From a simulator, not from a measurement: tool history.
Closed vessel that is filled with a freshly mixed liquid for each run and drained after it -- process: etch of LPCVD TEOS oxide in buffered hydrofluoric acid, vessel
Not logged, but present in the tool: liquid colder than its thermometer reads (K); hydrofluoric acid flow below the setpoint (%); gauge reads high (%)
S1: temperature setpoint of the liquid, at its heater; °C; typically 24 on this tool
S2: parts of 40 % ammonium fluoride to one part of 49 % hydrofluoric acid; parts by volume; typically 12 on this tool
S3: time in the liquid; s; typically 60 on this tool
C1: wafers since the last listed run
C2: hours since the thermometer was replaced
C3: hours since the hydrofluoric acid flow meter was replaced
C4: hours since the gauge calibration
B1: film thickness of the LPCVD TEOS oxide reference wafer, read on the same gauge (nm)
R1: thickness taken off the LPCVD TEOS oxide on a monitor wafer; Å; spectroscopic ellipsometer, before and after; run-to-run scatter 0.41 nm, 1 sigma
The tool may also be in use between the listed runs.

run 1 hour=0 | S1=24 S2=12 S3=60 | C1=0 C2=606.7 C3=1232.6 C4=3148 | B1=90.01 | R1=1016.9
run 2 hour=70.4 | S1=24 S2=12 S3=60 | C1=10450 C2=677.1 C3=1303 C4=3218.4 | B1=90.03 | R1=1015.6
run 3 hour=149.1 | S1=24 S2=12 S3=60 | C1=11682 C2=755.8 C3=1381.7 C4=3297.1 | B1=89.99 | R1=1011.9
run 4 hour=240.5 | S1=24 S2=12 S3=60 | C1=13567 C2=847.2 C3=1473.1 C4=3388.5 | B1=90.01 | R1=1007.3
run 5 hour=325.4 | S1=24 S2=12 S3=60 | C1=12602 C2=932.1 C3=1558 C4=3473.4 | B1=90 | R1=1009.5
run 6 hour=376.1 | S1=24 S2=12 S3=60 | C1=7526 C2=982.8 C3=1608.7 C4=3524.1 | B1=90 | R1=1005.7
-- hour=443.3 thermometer replaced
run 7 hour=445.4 | S1=24 S2=12 S3=60 | C1=10138 C2=2.1 C3=1678 C4=3593.4 | B1=90.01 | R1=1044.8
-- hour=517.1 hydrofluoric acid flow meter replaced
run 8 hour=548.4 | S1=24 S2=12 S3=60 | C1=15141 C2=105.1 C3=31.3 C4=3696.4 | B1=90 | R1=1042.5
run 9 hour=632 | S1=24 S2=12 S3=60 | C1=12409 C2=188.7 C3=114.9 C4=3780 | B1=90.01 | R1=1033.9
run 10 hour=716 | S1=24 S2=12 S3=60 | C1=12469 C2=272.7 C3=198.9 C4=3864 | B1=90 | R1=1031.2
run 11 hour=760.7 | S1=24 S2=7.5 S3=40 | C1=6635 C2=317.4 C3=243.6 C4=3908.7 | B1=90.01 | R1=1067.2
-- hour=770.2 gauge calibrated
run 12 hour=818 | S1=20.5 S2=12 S3=70 | C1=8505 C2=374.7 C3=300.9 C4=47.8 | B1=89.99 | R1=989.1
run 13 hour=917.6 | S1=24 S2=12 S3=60 | C1=14784 C2=474.3 C3=400.5 C4=147.4 | B1=90.02 | R1=1025.3
run 14 hour=997.3 | S1=24 S2=12 S3=60 | C1=11830 C2=554 C3=480.2 C4=227.1 | B1=90 | R1=1024.2
run 15 hour=1087.7 | S1=24 S2=12 S3=70 | C1=13419 C2=644.4 C3=570.6 C4=317.5 | B1=89.99 | R1=1195.5
run 16 hour=1177 | S1=24 S2=12 S3=90 | C1=13255 C2=733.7 C3=659.9 C4=406.8 | B1=90 | R1=1533
run 17 hour=1277.4 | S1=21.5 S2=12 S3=60 | C1=14903 C2=834.1 C3=760.3 C4=507.2 | B1=89.99 | R1=888.1
run 18 hour=1320.5 | S1=24 S2=12 S3=60 | C1=6397 C2=877.2 C3=803.4 C4=550.3 | B1=89.98 | R1=1015.2
run 19 hour=1424.3 | S1=24 S2=12 S3=50 | C1=15408 C2=981 C3=907.2 C4=654.1 | B1=90 | R1=834.6
-- hour=1477.7 thermometer replaced
run 20 hour=1522.6 | S1=24 S2=12 S3=60 | C1=14443 C2=44.9 C3=1005.5 C4=752.4 | B1=90.01 | R1=1043
run 21 hour=1779.9 | S1=24 S2=12 S3=60 | C1=38194 C2=302.2 C3=1262.8 C4=1009.7 | B1=90 | R1=1034.1
run 22 hour=1867.2 | S1=24 S2=12 S3=60 | C1=12959 C2=389.5 C3=1350.1 C4=1097 | B1=90.03 | R1=1022.3
run 23 hour=1961.2 | S1=24 S2=12 S3=80 | C1=13953 C2=483.5 C3=1444.1 C4=1191 | B1=90 | R1=1362.1
run 24 hour=2059 | S1=21.5 S2=7.5 S3=95 | C1=14517 C2=581.3 C3=1541.9 C4=1288.8 | B1=90 | R1=2178.1
run 25 hour=2135 | S1=25.5 S2=10 S3=60 | C1=11281 C2=657.3 C3=1617.9 C4=1364.8 | B1=90 | R1=1320.2
run 26 hour=2171.6 | S1=24 S2=9.5 S3=80 | C1=5432 C2=693.9 C3=1654.5 C4=1401.4 | B1=90.02 | R1=1672.3
-- hour=2241.1 hydrofluoric acid flow meter replaced
run 27 hour=2257.7 | S1=25.5 S2=9.5 S3=90 | C1=12632 C2=780 C3=16.6 C4=1487.5 | B1=90 | R1=2035.9
-- hour=2323.1 thermometer replaced
run 28 hour=2332.7 | S1=24 S2=12 S3=60 | C1=10984 C2=9.6 C3=91.6 C4=1562.5 | B1=90.01 | R1=1042.4
run 29 hour=2436.3 | S1=26 S2=7 S3=60 | C1=15378 C2=113.2 C3=195.2 C4=1666.1 | B1=89.99 | R1=1918.6
run 30 hour=2503.1 | S1=28 S2=15 S3=60 | C1=9915 C2=180 C3=262 C4=1732.9 | B1=89.99 | R1=1023
run 31 hour=2566.5 | S1=24 S2=12 S3=60 | C1=9411 C2=243.4 C3=325.4 C4=1796.3 | B1=90.01 | R1=1028.2
run 32 hour=2610.2 | S1=28.5 S2=12 S3=90 | C1=6486 C2=287.1 C3=369.1 C4=1840 | B1=89.98 | R1=1970.2
run 33 hour=2694.7 | S1=19.5 S2=12 S3=90 | C1=12543 C2=371.6 C3=453.6 C4=1924.5 | B1=90.01 | R1=1201.5

Each row is a separate what-if for the run after 33, all from the same tool condition, not one after another. Results?
run A hour=2695.4 | S1=24 S2=12 S3=60 | C1=103 C2=372.3 C3=454.3 C4=1925.2 | B1=? | R1=?
run B hour=2695.4 | S1=22.5 S2=12 S3=60 | C1=103 C2=372.3 C3=454.3 C4=1925.2 | B1=? | R1=?
run C hour=2695.4 | S1=20.5 S2=12 S3=60 | C1=103 C2=372.3 C3=454.3 C4=1925.2 | B1=? | R1=?

run=A B1=90.03 R1=1019.4
run=B B1=90.03 R1=938.8
run=C B1=90.03 R1=840.1
Without the tool's unlogged condition, the same runs would have read:
run=A R1=1032.8
run=B R1=951.3
run=C R1=851.4

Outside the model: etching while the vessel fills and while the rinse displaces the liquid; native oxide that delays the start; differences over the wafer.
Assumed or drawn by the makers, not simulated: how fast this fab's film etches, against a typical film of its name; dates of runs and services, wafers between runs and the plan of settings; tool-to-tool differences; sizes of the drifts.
